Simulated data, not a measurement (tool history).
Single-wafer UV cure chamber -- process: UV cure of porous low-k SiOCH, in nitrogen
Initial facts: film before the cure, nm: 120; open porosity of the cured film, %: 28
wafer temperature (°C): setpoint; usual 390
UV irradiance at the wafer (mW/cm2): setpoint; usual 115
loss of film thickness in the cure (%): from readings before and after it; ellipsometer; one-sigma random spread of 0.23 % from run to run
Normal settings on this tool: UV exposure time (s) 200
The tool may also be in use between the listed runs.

run,hour,wafer temperature (°C),UV exposure time (s),UV irradiance at the wafer (mW/cm2),loss of film thickness in the cure (%)
1,0,390,200,115,13.011
# hour 7.6: quartz window cleaned
2,29.8,390,200,115,14.229
3,59.6,390,200,115,14.265
4,93.1,390,240,115,15.093
5,106.5,401,200,103,13.43
6,121.9,390,200,115,13.737
7,151.1,390,200,115,13.645
8,172.4,390,200,115,13.493
9,187.9,390,200,115,13.285
# hour 202.9: quartz window cleaned
10,203.7,390,200,115,14.354
11,236,390,200,115,13.7
12,264.7,390,255,115,15.409
13,278.9,380,200,115,14.33
14,297.2,390,200,94,13.175
15,314.7,390,200,94,12.877
16,337.5,390,175,115,13.165
17,358.1,390,175,115,12.989
18,387.7,390,200,115,13.13
19,422.9,390,235,115,13.718
# hour 435: quartz window cleaned
20,449,390,235,115,15.095
21,461.8,390,175,115,13.704
22,479.1,378,315,131,16.498
23,580.7,380,115,99,10.27
24,593.6,376,200,115,13.246
25,614.8,390,120,81,9.061
# hour 623.9: quartz window cleaned
26,638.8,370,200,115,13.525
27,662.1,390,200,90,13.122
28,682.8,370,200,88,12.395
29,708.1,390,200,125,14.683
# hour 726: UV bulbs replaced
30,740.8,390,200,115,13.905
31,774.9,390,200,115,13.42
32,795.5,404,200,115,13.652
33,813.7,390,150,115,11.639
# hour 824.3: quartz window cleaned
34,835.3,375,200,115,13.397
35,863.2,370,200,127,14.625
36,879.9,384,115,115,11.409
37,913.4,390,125,90,10.723
38,938,390,175,115,13.784
39,961.6,390,165,115,12.782
40,992.4,390,85,115,9.674
41,1011.2,390,200,115,13.569

Here are 4 independent what-if runs from the current tool condition. What would each one return?
A,1011.7,390,200,151,?
B,1011.7,405,200,141,?
C,1011.7,390,200,130,?
D,1011.7,381,235,133,?

run,loss of film thickness in the cure (%)
A,14.235
B,14.183
C,13.498
D,14.226
Without the tool's unlogged condition, the same runs would have read:
run,loss of film thickness in the cure (%)
A,15.194
B,15.141
C,14.445
D,15.185

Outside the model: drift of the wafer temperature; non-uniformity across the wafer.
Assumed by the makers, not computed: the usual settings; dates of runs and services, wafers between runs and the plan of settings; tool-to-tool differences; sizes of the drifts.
